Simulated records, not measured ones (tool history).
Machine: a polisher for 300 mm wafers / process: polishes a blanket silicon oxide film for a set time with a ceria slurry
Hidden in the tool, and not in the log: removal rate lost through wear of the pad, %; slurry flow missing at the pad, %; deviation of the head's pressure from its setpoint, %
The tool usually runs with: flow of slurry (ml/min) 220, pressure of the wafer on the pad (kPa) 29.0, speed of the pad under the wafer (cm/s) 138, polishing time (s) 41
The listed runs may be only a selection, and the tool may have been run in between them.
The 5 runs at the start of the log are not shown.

run	hour	flow of slurry (ml/min)	pressure of the wafer on the pad (kPa)	speed of the pad under the wafer (cm/s)	polishing time (s)	wafers since the last listed run	wafers polished on this pad	hours since the slurry nozzle was cleaned	hours since the head pressure was calibrated	incoming thickness of the incoming film, nm	film removed (nm)
# hour 247.1: worn pad replaced by a new one
6	286.5	175	29.0	138	52	385	250	515.1	354.7	1225.9	492.4
# hour 323.7: head pressure recalibrated
7	329.6	220	29.0	138	41	260	510	558.2	5.9	1211.7	385.9
8	378.9	220	29.0	138	41	312	823	607.5	55.2	1258.5	381.5
9	426.3	180	29.0	138	41	300	1124	654.9	102.6	1236.6	369.5
10	475.5	180	29.0	138	41	312	1436	704.1	151.8	1236.9	365.1
# hour 514.8: worn pad replaced by a new one
11	528.0	220	29.0	138	41	307	83	756.6	204.3	1235.0	389.0
# hour 591.4: slurry nozzle cleaned
12	593.5	220	29.0	138	41	409	492	2.1	269.8	1242.0	382.7
# hour 646.7: head pressure recalibrated
13	656.0	220	29.0	138	47	383	876	64.6	9.3	1204.5	429.3
14	705.0	220	29.0	138	41	310	1187	113.6	58.3	1241.3	369.6
15	760.6	220	29.0	138	41	352	1540	169.2	113.9	1231.8	372.8
16	826.4	260	29.0	138	41	417	1958	235.0	179.7	1201.2	376.6
# hour 846.7: worn pad replaced by a new one, of another model than before
17	857.6	220	29.0	138	41	172	69	266.2	210.9	1230.2	389.7
18	912.7	220	29.0	138	37	349	419	321.3	266.0	1237.6	341.0
19	962.1	220	29.0	120	41	313	732	370.7	315.4	1215.9	338.0
20	1011.6	220	38.6	160	41	314	1046	420.2	364.9	1243.3	481.7
# hour 1023.8: head pressure recalibrated
21	1039.3	175	29.0	138	52	163	1209	447.9	15.5	1214.0	450.1
22	1099.9	180	29.0	160	37	384	1594	508.5	76.1	1247.5	355.1
23	1143.3	220	29.0	138	41	275	1869	551.9	119.5	1243.1	367.1
# hour 1154.2: worn pad replaced by a new one
24	1275.4	265	29.0	172	41	812	768	684.0	251.6	1236.3	456.3
25	1308.8	220	29.0	138	41	211	980	717.4	285.0	1229.7	374.1
# hour 1365.5: head pressure recalibrated
26	1366.3	220	19.3	138	41	352	1333	774.9	0.8	1217.7	306.1
# hour 1406.0: slurry nozzle cleaned
# hour 1414.4: worn pad replaced by a new one
27	1414.9	255	29.0	116	41	276	3	8.9	49.4	1215.2	362.0
28	1441.9	220	29.0	170	41	171	174	35.9	76.4	1215.4	452.9
29	1470.1	220	37.2	118	41	178	353	64.1	104.6	1203.9	400.4
30	1505.5	220	29.0	122	41	224	578	99.5	140.0	1205.9	351.2

Forecast each of these 3 alternatives for the next run:
A	1505.9	220	34.5	138	41	2	580	99.9	140.4	1233.5	?
B	1505.9	220	29.0	138	34	2	580	99.9	140.4	1233.5	?
C	1505.9	220	18.6	138	32	2	580	99.9	140.4	1233.5	?

run	film removed (nm)
A	424.2
B	320.5
C	246.3
Without the tool's hidden state the same runs would have given:
run	film removed (nm)
A	445.8
B	336.8
C	258.9

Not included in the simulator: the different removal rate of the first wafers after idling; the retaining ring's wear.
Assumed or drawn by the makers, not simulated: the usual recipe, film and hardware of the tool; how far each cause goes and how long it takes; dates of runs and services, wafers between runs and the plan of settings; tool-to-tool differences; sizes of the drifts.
